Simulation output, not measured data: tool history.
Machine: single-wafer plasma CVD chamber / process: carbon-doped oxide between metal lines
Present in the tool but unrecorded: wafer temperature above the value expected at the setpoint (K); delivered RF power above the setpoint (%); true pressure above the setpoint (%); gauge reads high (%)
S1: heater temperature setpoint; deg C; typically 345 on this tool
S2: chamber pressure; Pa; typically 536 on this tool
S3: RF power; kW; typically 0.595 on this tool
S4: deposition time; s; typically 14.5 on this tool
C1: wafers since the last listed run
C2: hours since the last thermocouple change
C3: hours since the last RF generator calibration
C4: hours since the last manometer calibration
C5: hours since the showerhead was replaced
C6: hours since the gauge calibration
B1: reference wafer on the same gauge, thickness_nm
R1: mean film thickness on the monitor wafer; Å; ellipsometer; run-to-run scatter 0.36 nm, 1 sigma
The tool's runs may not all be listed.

{"run": 1, "hour": 0.0, "S1": 345, "S2": 536, "S3": 0.595, "S4": 14.5, "C1": 0, "C2": 1170.1, "C3": 1864.7, "C4": 1035.2, "C5": 2939.2, "C6": 94.0, "B1": 83.007, "R1": 754.67}
{"hour": 14.6, "done": "RF generator calibrated"}
{"run": 2, "hour": 15.1, "S1": 345, "S2": 536, "S3": 0.595, "S4": 14.5, "C1": 203, "C2": 1185.2, "C3": 0.5, "C4": 1050.3, "C5": 2954.3, "C6": 109.1, "B1": 82.936, "R1": 725.41}
{"run": 3, "hour": 22.7, "S1": 345, "S2": 493, "S3": 0.595, "S4": 14.5, "C1": 217, "C2": 1192.8, "C3": 8.1, "C4": 1057.9, "C5": 2961.9, "C6": 116.7, "B1": 83.001, "R1": 713.87}
{"hour": 31.2, "done": "capacitance manometer re-zeroed and calibrated"}
{"run": 4, "hour": 39.0, "S1": 345, "S2": 493, "S3": 0.595, "S4": 14.5, "C1": 237, "C2": 1209.1, "C3": 24.4, "C4": 7.8, "C5": 2978.2, "C6": 133.0, "B1": 83.028, "R1": 714.23}
{"run": 5, "hour": 47.1, "S1": 345, "S2": 576, "S3": 0.505, "S4": 14.5, "C1": 231, "C2": 1217.2, "C3": 32.5, "C4": 15.9, "C5": 2986.3, "C6": 141.1, "B1": 82.949, "R1": 601.64}
{"run": 6, "hour": 58.1, "S1": 345, "S2": 576, "S3": 0.505, "S4": 14.5, "C1": 314, "C2": 1228.2, "C3": 43.5, "C4": 26.9, "C5": 2997.3, "C6": 152.1, "B1": 82.95, "R1": 604.94}
{"run": 7, "hour": 76.0, "S1": 355, "S2": 536, "S3": 0.595, "S4": 15.7, "C1": 512, "C2": 1246.1, "C3": 61.4, "C4": 44.8, "C5": 3015.2, "C6": 170.0, "B1": 83.017, "R1": 758.28}
{"hour": 95.0, "done": "RF generator calibrated, repeated, since the last time left the tool worse"}
{"run": 8, "hour": 95.5, "S1": 337, "S2": 483, "S3": 0.515, "S4": 17.3, "C1": 329, "C2": 1265.6, "C3": 0.5, "C4": 64.3, "C5": 3034.7, "C6": 189.5, "B1": 83.04, "R1": 828.99}
{"run": 9, "hour": 105.9, "S1": 358, "S2": 612, "S3": 0.63, "S4": 12.1, "C1": 297, "C2": 1276.0, "C3": 10.9, "C4": 74.7, "C5": 3045.1, "C6": 199.9, "B1": 83.031, "R1": 690.87}
{"hour": 117.8, "done": "showerhead replaced"}
{"run": 10, "hour": 123.9, "S1": 351, "S2": 536, "S3": 0.7, "S4": 11.9, "C1": 286, "C2": 1294.0, "C3": 28.9, "C4": 92.7, "C5": 6.1, "C6": 217.9, "B1": 82.984, "R1": 750.81}
{"run": 11, "hour": 137.9, "S1": 358, "S2": 432, "S3": 0.71, "S4": 16.1, "C1": 400, "C2": 1308.0, "C3": 42.9, "C4": 106.7, "C5": 20.1, "C6": 231.9, "B1": 82.951, "R1": 972.34}
{"run": 12, "hour": 147.9, "S1": 332, "S2": 616, "S3": 0.625, "S4": 17.0, "C1": 286, "C2": 1318.0, "C3": 52.9, "C4": 116.7, "C5": 30.1, "C6": 241.9, "B1": 83.081, "R1": 1046.53}
{"run": 13, "hour": 165.0, "S1": 355, "S2": 536, "S3": 0.64, "S4": 14.5, "C1": 489, "C2": 1335.1, "C3": 70.0, "C4": 133.8, "C5": 47.2, "C6": 259.0, "B1": 82.95, "R1": 828.24}
{"run": 14, "hour": 179.1, "S1": 345, "S2": 647, "S3": 0.545, "S4": 14.5, "C1": 403, "C2": 1349.2, "C3": 84.1, "C4": 147.9, "C5": 61.3, "C6": 273.1, "B1": 82.908, "R1": 746.19}
{"run": 15, "hour": 194.7, "S1": 345, "S2": 536, "S3": 0.595, "S4": 15.6, "C1": 446, "C2": 1364.8, "C3": 99.7, "C4": 163.5, "C5": 76.9, "C6": 288.7, "B1": 82.91, "R1": 852.6}
{"run": 16, "hour": 209.4, "S1": 345, "S2": 536, "S3": 0.595, "S4": 14.5, "C1": 420, "C2": 1379.5, "C3": 114.4, "C4": 178.2, "C5": 91.6, "C6": 303.4, "B1": 82.961, "R1": 788.33}
{"hour": 216.8, "done": "gauge calibrated"}
{"hour": 226.4, "done": "thermocouple changed; heater temperature recalibrated"}
{"run": 17, "hour": 226.9, "S1": 340, "S2": 536, "S3": 0.505, "S4": 14.5, "C1": 271, "C2": 0.5, "C3": 131.9, "C4": 195.7, "C5": 109.1, "C6": 10.1, "B1": 82.993, "R1": 680.93}
{"run": 18, "hour": 237.6, "S1": 345, "S2": 536, "S3": 0.595, "S4": 14.5, "C1": 306, "C2": 11.2, "C3": 142.6, "C4": 206.4, "C5": 119.8, "C6": 20.8, "B1": 82.968, "R1": 786.96}
{"run": 19, "hour": 247.7, "S1": 345, "S2": 536, "S3": 0.595, "S4": 14.5, "C1": 289, "C2": 21.3, "C3": 152.7, "C4": 216.5, "C5": 129.9, "C6": 30.9, "B1": 83.085, "R1": 787.95}
{"run": 20, "hour": 259.2, "S1": 350, "S2": 591, "S3": 0.695, "S4": 16.6, "C1": 329, "C2": 32.8, "C3": 164.2, "C4": 228.0, "C5": 141.4, "C6": 42.4, "B1": 82.931, "R1": 1028.26}
{"run": 21, "hour": 268.5, "S1": 351, "S2": 536, "S3": 0.595, "S4": 14.5, "C1": 266, "C2": 42.1, "C3": 173.5, "C4": 237.3, "C5": 150.7, "C6": 51.7, "B1": 83.04, "R1": 777.88}
{"run": 22, "hour": 286.2, "S1": 350, "S2": 481, "S3": 0.595, "S4": 14.5, "C1": 506, "C2": 59.8, "C3": 191.2, "C4": 255.0, "C5": 168.4, "C6": 69.4, "B1": 83.074, "R1": 763.75}
{"run": 23, "hour": 296.9, "S1": 351, "S2": 536, "S3": 0.595, "S4": 14.5, "C1": 306, "C2": 70.5, "C3": 201.9, "C4": 265.7, "C5": 179.1, "C6": 80.1, "B1": 83.074, "R1": 767.67}
{"run": 24, "hour": 308.0, "S1": 345, "S2": 428, "S3": 0.695, "S4": 16.1, "C1": 317, "C2": 81.6, "C3": 213.0, "C4": 276.8, "C5": 190.2, "C6": 91.2, "B1": 83.092, "R1": 973.36}
{"run": 25, "hour": 321.7, "S1": 345, "S2": 609, "S3": 0.595, "S4": 14.5, "C1": 392, "C2": 95.3, "C3": 226.7, "C4": 290.5, "C5": 203.9, "C6": 104.9, "B1": 83.008, "R1": 795.57}
{"run": 26, "hour": 331.7, "S1": 359, "S2": 441, "S3": 0.685, "S4": 17.0, "C1": 286, "C2": 105.3, "C3": 236.7, "C4": 300.5, "C5": 213.9, "C6": 114.9, "B1": 83.029, "R1": 976.48}
{"run": 27, "hour": 340.0, "S1": 345, "S2": 536, "S3": 0.595, "S4": 13.5, "C1": 237, "C2": 113.6, "C3": 245.0, "C4": 308.8, "C5": 222.2, "C6": 123.2, "B1": 82.97, "R1": 736.1}

Branching from run 27: 5 alternative next runs. What would each branch give?
{"run": "A", "hour": 340.4, "S1": 345, "S2": 536, "S3": 0.595, "S4": 14.5, "C1": 11, "C2": 114.0, "C3": 245.4, "C4": 309.2, "C5": 222.6, "C6": 123.6, "B1": "?", "R1": "?"}
{"run": "B", "hour": 340.4, "S1": 334, "S2": 440, "S3": 0.645, "S4": 13.3, "C1": 11, "C2": 114.0, "C3": 245.4, "C4": 309.2, "C5": 222.6, "C6": 123.6, "B1": "?", "R1": "?"}
{"run": "C", "hour": 340.4, "S1": 356, "S2": 624, "S3": 0.71, "S4": 12.5, "C1": 11, "C2": 114.0, "C3": 245.4, "C4": 309.2, "C5": 222.6, "C6": 123.6, "B1": "?", "R1": "?"}
{"run": "D", "hour": 340.4, "S1": 345, "S2": 536, "S3": 0.595, "S4": 15.7, "C1": 11, "C2": 114.0, "C3": 245.4, "C4": 309.2, "C5": 222.6, "C6": 123.6, "B1": "?", "R1": "?"}
{"run": "E", "hour": 340.4, "S1": 338, "S2": 536, "S3": 0.505, "S4": 16.9, "C1": 11, "C2": 114.0, "C3": 245.4, "C4": 309.2, "C5": 222.6, "C6": 123.6, "B1": "?", "R1": "?"}

run=A B1=82.944 R1=784.71
run=B B1=82.944 R1=789.30
run=C B1=82.944 R1=787.70
run=D B1=82.944 R1=848.49
run=E B1=82.944 R1=782.86
Without the tool's hidden state the same runs would have given:
run=A R1=803.28
run=B R1=807.60
run=C R1=805.95
run=D R1=868.58
run=E R1=805.38

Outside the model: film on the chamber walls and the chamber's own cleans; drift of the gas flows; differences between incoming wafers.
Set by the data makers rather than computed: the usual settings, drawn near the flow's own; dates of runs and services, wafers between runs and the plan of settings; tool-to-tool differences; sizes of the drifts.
